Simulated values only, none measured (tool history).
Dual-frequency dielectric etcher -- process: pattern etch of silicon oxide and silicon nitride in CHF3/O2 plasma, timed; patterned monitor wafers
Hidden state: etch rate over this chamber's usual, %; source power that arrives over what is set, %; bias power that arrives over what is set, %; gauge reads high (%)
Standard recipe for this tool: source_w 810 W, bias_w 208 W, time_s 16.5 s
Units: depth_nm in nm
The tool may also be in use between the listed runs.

run	hour	source_w	bias_w	time_s	wafers since the last listed run	hours since the last wet clean	hours since the last source power generator calibration	hours since the last bias power generator calibration	hours since the last upper electrode change	hours since the gauge calibration	read-back reference wafer on the same gauge, depth_nm	depth_nm
1	0.0	810	208	15.5	0	103.8	4952.9	3992.0	5868.2	922.2	32.61	28.54
2	32.1	810	208	15.5	608	135.9	4985.0	4024.1	5900.3	954.3	32.57	28.39
3	74.6	810	208	15.5	806	178.4	5027.5	4066.6	5942.8	996.8	32.62	28.64
4	89.4	810	208	20.0	280	193.2	5042.3	4081.4	5957.6	1011.6	32.62	36.92
5	123.3	810	208	20.0	642	227.1	5076.2	4115.3	5991.5	1045.5	32.60	36.76
# hour 140.3: source power generator calibrated
# hour 240.0: upper electrode replaced, of another model than before
6	240.5	810	208	20.0	1691	344.3	100.2	4232.5	0.5	1162.7	32.63	37.47
7	258.1	710	208	16.5	333	361.9	117.8	4250.1	18.1	1180.3	32.55	29.94
# hour 296.6: wet clean of the chamber
8	297.1	810	208	16.5	284	0.5	156.8	4289.1	57.1	1219.3	32.57	30.08
9	326.6	810	208	16.5	559	30.0	186.3	4318.6	86.6	1248.8	32.56	30.11
10	355.3	750	224	19.0	544	58.7	215.0	4347.3	115.3	1277.5	32.55	35.09
11	373.8	810	208	16.5	350	77.2	233.5	4365.8	133.8	1296.0	32.61	29.91
12	405.9	810	208	13.0	608	109.3	265.6	4397.9	165.9	1328.1	32.60	23.71
13	436.3	650	168	14.5	576	139.7	296.0	4428.3	196.3	1358.5	32.61	23.85
14	450.5	810	179	16.5	269	153.9	310.2	4442.5	210.5	1372.7	32.59	28.63
# hour 456.8: gauge calibrated
15	472.9	890	208	12.5	424	176.3	332.6	4464.9	232.9	16.1	32.60	23.28
# hour 485.7: bias power generator calibrated
16	494.2	810	260	15.0	328	197.6	353.9	8.5	254.2	37.4	32.63	29.88
17	539.6	640	257	21.5	861	243.0	399.3	53.9	299.6	82.8	32.60	41.04
18	554.7	810	208	16.5	286	258.1	414.4	69.0	314.7	97.9	32.60	30.37
19	580.3	810	208	16.5	485	283.7	440.0	94.6	340.3	123.5	32.56	30.50
20	599.2	810	160	16.5	358	302.6	458.9	113.5	359.2	142.4	32.63	27.66
21	632.8	690	234	15.0	637	336.2	492.5	147.1	392.8	176.0	32.61	28.13
22	666.7	810	208	16.5	642	370.1	526.4	181.0	426.7	209.9	32.59	30.70
23	702.5	1000	259	16.5	679	405.9	562.2	216.8	462.5	245.7	32.58	34.05
24	730.1	660	208	16.5	523	433.5	589.8	244.4	490.1	273.3	32.59	29.72
# hour 776.2: wet clean of the chamber
25	776.7	630	208	16.5	428	0.5	636.4	291.0	536.7	319.9	32.62	28.78
26	777.1	680	248	15.0	7	0.9	636.8	291.4	537.1	320.3	32.58	28.28
27	784.1	810	208	14.5	132	7.9	643.8	298.4	544.1	327.3	32.63	26.33
28	833.5	810	227	12.0	936	57.3	693.2	347.8	593.5	376.7	32.60	22.64
29	863.1	990	255	21.0	561	86.9	722.8	377.4	623.1	406.3	32.55	42.59

5 ways to go on from here, each from the tool as it stands after run 29. What would each give?
A	863.5	810	190	16.5	7	87.3	723.2	377.8	623.5	406.7	?	?
B	863.5	920	247	12.0	7	87.3	723.2	377.8	623.5	406.7	?	?
C	863.5	740	165	21.0	7	87.3	723.2	377.8	623.5	406.7	?	?
D	863.5	1000	208	18.0	7	87.3	723.2	377.8	623.5	406.7	?	?
E	863.5	810	208	18.5	7	87.3	723.2	377.8	623.5	406.7	?	?

run	read-back reference wafer on the same gauge, depth_nm	depth_nm
A	32.57	29.20
B	32.57	23.74
C	32.57	34.96
D	32.57	33.97
E	32.57	33.78
With the hidden condition removed and each run's random variation left untouched, the same runs would have given:
run	depth_nm
A	29.03
B	23.60
C	34.75
D	33.77
E	33.58
